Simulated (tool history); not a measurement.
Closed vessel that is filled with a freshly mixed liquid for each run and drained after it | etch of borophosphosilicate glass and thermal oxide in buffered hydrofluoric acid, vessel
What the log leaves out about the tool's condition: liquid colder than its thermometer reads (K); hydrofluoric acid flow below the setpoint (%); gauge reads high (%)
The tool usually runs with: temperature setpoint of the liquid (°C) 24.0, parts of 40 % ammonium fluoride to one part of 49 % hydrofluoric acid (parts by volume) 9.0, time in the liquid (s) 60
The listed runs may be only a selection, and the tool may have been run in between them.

run,hour,temperature setpoint of the liquid (°C),parts of 40 % ammonium fluoride to one part of 49 % hydrofluoric acid (parts by volume),time in the liquid (s),wafers since the last listed run,hours since the thermometer was replaced,hours since the hydrofluoric acid flow meter was replaced,hours since the gauge calibration,"read-back film thickness of the borophosphosilicate glass reference wafer, read on the same gauge (nm)","read-back film thickness of the thermal oxide reference wafer, read on the same gauge (nm)",thickness taken off the borophosphosilicate glass on a monitor wafer (angstrom),thickness taken off the thermal oxide on a monitor wafer (angstrom)
1,0.0,24.0,9.0,60,0,619.9,896.0,1099.5,60.01,150.02,1523.9,705.1
# hour 26.1: thermometer replaced
2,51.7,24.0,9.0,60,7401,25.6,947.7,1151.2,59.98,150.00,1526.7,701.6
3,121.4,22.0,10.5,60,10175,95.3,1017.4,1220.9,59.96,150.05,1192.9,551.1
4,161.3,22.0,10.5,60,5825,135.2,1057.3,1260.8,59.98,149.96,1190.6,553.2
5,222.1,22.0,10.5,60,8876,196.0,1118.1,1321.6,60.04,150.01,1180.8,550.9
6,288.8,24.0,9.0,60,9737,262.7,1184.8,1388.3,59.98,149.98,1510.5,702.6
# hour 300.1: hydrofluoric acid flow meter replaced
7,317.3,24.0,9.0,60,4014,291.2,17.2,1416.8,59.96,150.02,1568.5,724.4
8,354.2,24.0,9.0,60,5387,328.1,54.1,1453.7,60.04,149.98,1580.3,723.8
# hour 355.4: gauge calibrated
9,382.9,24.0,9.0,50,4190,356.8,82.8,27.5,59.98,150.05,1318.1,604.2
10,423.1,24.0,9.0,50,5868,397.0,123.0,67.7,59.99,150.02,1296.7,602.0
11,476.8,22.5,7.5,60,7839,450.7,176.7,121.4,59.94,150.00,1738.1,800.9
12,516.2,29.0,6.5,75,5752,490.1,216.1,160.8,59.99,150.02,3552.1,1640.9
13,570.2,20.5,9.0,60,7883,544.1,270.1,214.8,60.00,149.99,1293.2,593.9
14,636.8,24.0,9.0,60,9723,610.7,336.7,281.4,60.02,150.03,1571.7,718.6
# hour 674.2: thermometer replaced
15,707.8,24.0,12.0,95,10219,33.6,407.7,352.4,59.97,149.99,1912.0,879.7
16,774.0,24.0,6.0,60,9664,99.8,473.9,418.6,60.04,150.01,2330.8,1054.9
17,845.1,24.0,7.0,90,10380,170.9,545.0,489.7,60.02,149.98,2993.1,1385.6
18,889.3,21.5,11.5,45,6452,215.1,589.2,533.9,59.97,150.00,815.0,375.3
19,948.6,22.5,6.5,50,8657,274.4,648.5,593.2,60.01,149.98,1650.9,758.6

Run 20 comes next. What will it give?
20,974.2,28.5,5.5,60,3737,300.0,674.1,618.8,?,?,?,?

Run 20 measured read-back film thickness of the borophosphosilicate glass reference wafer, read on the same gauge (nm) 59.97, read-back film thickness of the thermal oxide reference wafer, read on the same gauge (nm) 149.97, thickness taken off the borophosphosilicate glass on a monitor wafer (angstrom) 3126.4, thickness taken off the thermal oxide on a monitor wafer (angstrom) 1443.6.
Minus the tool's unlogged condition, the same run would have read thickness taken off the borophosphosilicate glass on a monitor wafer (angstrom) 3243.4, thickness taken off the thermal oxide on a monitor wafer (angstrom) 1496.2.
